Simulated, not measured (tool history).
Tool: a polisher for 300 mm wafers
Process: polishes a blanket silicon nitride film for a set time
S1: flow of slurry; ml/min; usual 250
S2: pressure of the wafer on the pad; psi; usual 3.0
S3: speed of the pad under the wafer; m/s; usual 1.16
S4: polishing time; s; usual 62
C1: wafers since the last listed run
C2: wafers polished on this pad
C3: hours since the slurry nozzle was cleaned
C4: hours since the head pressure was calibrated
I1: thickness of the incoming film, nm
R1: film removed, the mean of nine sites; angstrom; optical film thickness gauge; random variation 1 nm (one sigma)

| run | day | S1 | S2 | S3 | S4 | C1 | C2 | C3 | C4 | I1 | R1 |
|---|---|---|---|---|---|---|---|---|---|---|---|
| 1 | 0.000 | 250 | 3.0 | 1.16 | 62 | 0 | 853 | 537.7 | 260.6 | 882.2 | 1033 |
| 2 | 0.417 | 250 | 3.0 | 1.16 | 62 | 119 | 973 | 547.7 | 270.6 | 877.4 | 1016 |
|  | 0.946 | worn pad replaced by a new one |
| 3 | 0.967 | 250 | 3.0 | 1.16 | 62 | 110 | 6 | 560.9 | 283.8 | 887.7 | 1030 |
| 4 | 1.233 | 250 | 3.0 | 0.88 | 62 | 76 | 83 | 567.3 | 290.2 | 880.3 | 843 |
| 5 | 1.571 | 250 | 3.0 | 1.16 | 62 | 97 | 180 | 575.4 | 298.3 | 877.3 | 1022 |
| 6 | 1.908 | 250 | 3.0 | 1.16 | 62 | 97 | 277 | 583.5 | 306.4 | 885.9 | 1020 |
| 7 | 2.550 | 250 | 3.0 | 1.16 | 62 | 184 | 462 | 598.9 | 321.8 | 865.1 | 1017 |
| 8 | 3.204 | 250 | 3.0 | 1.16 | 73 | 188 | 650 | 614.6 | 337.5 | 877.0 | 1200 |
| 9 | 3.500 | 250 | 3.0 | 1.16 | 73 | 85 | 735 | 621.7 | 344.6 | 881.5 | 1191 |
| 10 | 4.146 | 250 | 3.0 | 1.16 | 73 | 185 | 921 | 637.2 | 360.1 | 871.3 | 1195 |
| 11 | 4.812 | 230 | 3.0 | 1.16 | 62 | 191 | 1113 | 653.2 | 376.1 | 879.8 | 1003 |
|  | 5.108 | worn pad replaced by a new one |
| 12 | 5.896 | 230 | 3.0 | 1.16 | 62 | 263 | 226 | 679.2 | 402.1 | 871.6 | 1006 |
| 13 | 6.283 | 250 | 3.0 | 1.16 | 62 | 111 | 337 | 688.5 | 411.4 | 883.0 | 1028 |
| 14 | 6.533 | 250 | 3.0 | 1.16 | 62 | 71 | 409 | 694.5 | 417.4 | 873.7 | 1012 |
| 15 | 6.983 | 250 | 3.0 | 1.16 | 62 | 129 | 539 | 705.3 | 428.2 | 888.9 | 1001 |
| 16 | 7.708 | 250 | 3.0 | 1.16 | 62 | 208 | 748 | 722.7 | 445.6 | 885.2 | 1018 |
| 17 | 8.238 | 250 | 3.0 | 1.16 | 62 | 152 | 900 | 735.4 | 458.3 | 877.0 | 1028 |
| 18 | 8.533 | 250 | 3.0 | 0.86 | 62 | 85 | 985 | 742.5 | 465.4 | 872.5 | 815 |
| 19 | 8.938 | 250 | 2.2 | 1.50 | 62 | 116 | 1101 | 752.2 | 475.1 | 876.7 | 896 |
|  | 9.179 | worn pad replaced by a new one |
| 20 | 9.354 | 250 | 3.0 | 1.16 | 62 | 71 | 50 | 762.2 | 485.1 | 877.9 | 1020 |
|  | 9.962 | head pressure recalibrated |
| 21 | 9.983 | 275 | 3.0 | 1.16 | 62 | 157 | 207 | 777.3 | 0.5 | 887.8 | 961 |
|  | 10.042 | slurry nozzle cleaned |
| 22 | 10.392 | 325 | 3.6 | 1.16 | 81 | 105 | 313 | 8.4 | 10.3 | 877.7 | 1525 |
| 23 | 10.696 | 250 | 3.0 | 1.16 | 62 | 87 | 401 | 15.7 | 17.6 | 882.5 | 920 |
|  | 12.417 | head pressure recalibrated, repeated, since the last time left the tool worse |
| 24 | 12.438 | 250 | 2.3 | 1.16 | 62 | 477 | 878 | 57.5 | 0.5 | 883.9 | 835 |
|  | 12.658 | worn pad replaced by a new one |
| 25 | 12.675 | 305 | 3.0 | 1.16 | 62 | 20 | 4 | 63.2 | 6.2 | 881.0 | 1099 |
| 26 | 13.062 | 250 | 3.0 | 1.16 | 62 | 111 | 116 | 72.5 | 15.5 | 892.7 | 1079 |
| 27 | 13.517 | 250 | 3.0 | 1.16 | 62 | 130 | 246 | 83.4 | 26.4 | 884.4 | 1061 |
| 28 | 13.775 | 250 | 3.0 | 1.28 | 62 | 74 | 321 | 89.6 | 32.6 | 892.5 | 1155 |
| 29 | 14.462 | 250 | 3.7 | 1.16 | 74 | 197 | 519 | 106.1 | 49.1 | 863.1 | 1564 |
| 30 | 14.900 | 340 | 2.7 | 1.16 | 62 | 125 | 645 | 116.6 | 59.6 | 879.4 | 978 |
| 31 | 15.354 | 250 | 3.3 | 1.16 | 62 | 130 | 775 | 127.5 | 70.5 | 888.5 | 1157 |
|  | 15.792 | worn pad replaced by a new one |
| 32 | 15.908 | 315 | 3.0 | 1.16 | 49 | 111 | 33 | 140.8 | 83.8 | 883.6 | 839 |
| 33 | 16.354 | 250 | 3.0 | 1.16 | 62 | 128 | 161 | 151.5 | 94.5 | 894.9 | 1050 |
| 34 | 17.025 | 250 | 3.0 | 1.16 | 62 | 193 | 354 | 167.6 | 110.6 | 874.0 | 1020 |

5 ways to go on from here, each from the tool as it stands after run 34. What would each give?
| A | 17.042 | 250 | 3.0 | 1.16 | 62 | 4 | 359 | 168.0 | 111.0 | 880.9 | ? |
| B | 17.042 | 250 | 2.7 | 0.84 | 62 | 4 | 359 | 168.0 | 111.0 | 880.9 | ? |
| C | 17.042 | 325 | 2.7 | 0.82 | 72 | 4 | 359 | 168.0 | 111.0 | 880.9 | ? |
| D | 17.042 | 305 | 3.0 | 1.52 | 62 | 4 | 359 | 168.0 | 111.0 | 880.9 | ? |
| E | 17.042 | 310 | 3.0 | 1.28 | 62 | 4 | 359 | 168.0 | 111.0 | 880.9 | ? |

| run | R1 |
|---|---|
| A | 1057 |
| B | 756 |
| C | 887 |
| D | 1315 |
| E | 1161 |
Without the tool's hidden state the same runs would have given:
| run | R1 |
|---|---|
| A | 1101 |
| B | 788 |
| C | 924 |
| D | 1370 |
| E | 1209 |

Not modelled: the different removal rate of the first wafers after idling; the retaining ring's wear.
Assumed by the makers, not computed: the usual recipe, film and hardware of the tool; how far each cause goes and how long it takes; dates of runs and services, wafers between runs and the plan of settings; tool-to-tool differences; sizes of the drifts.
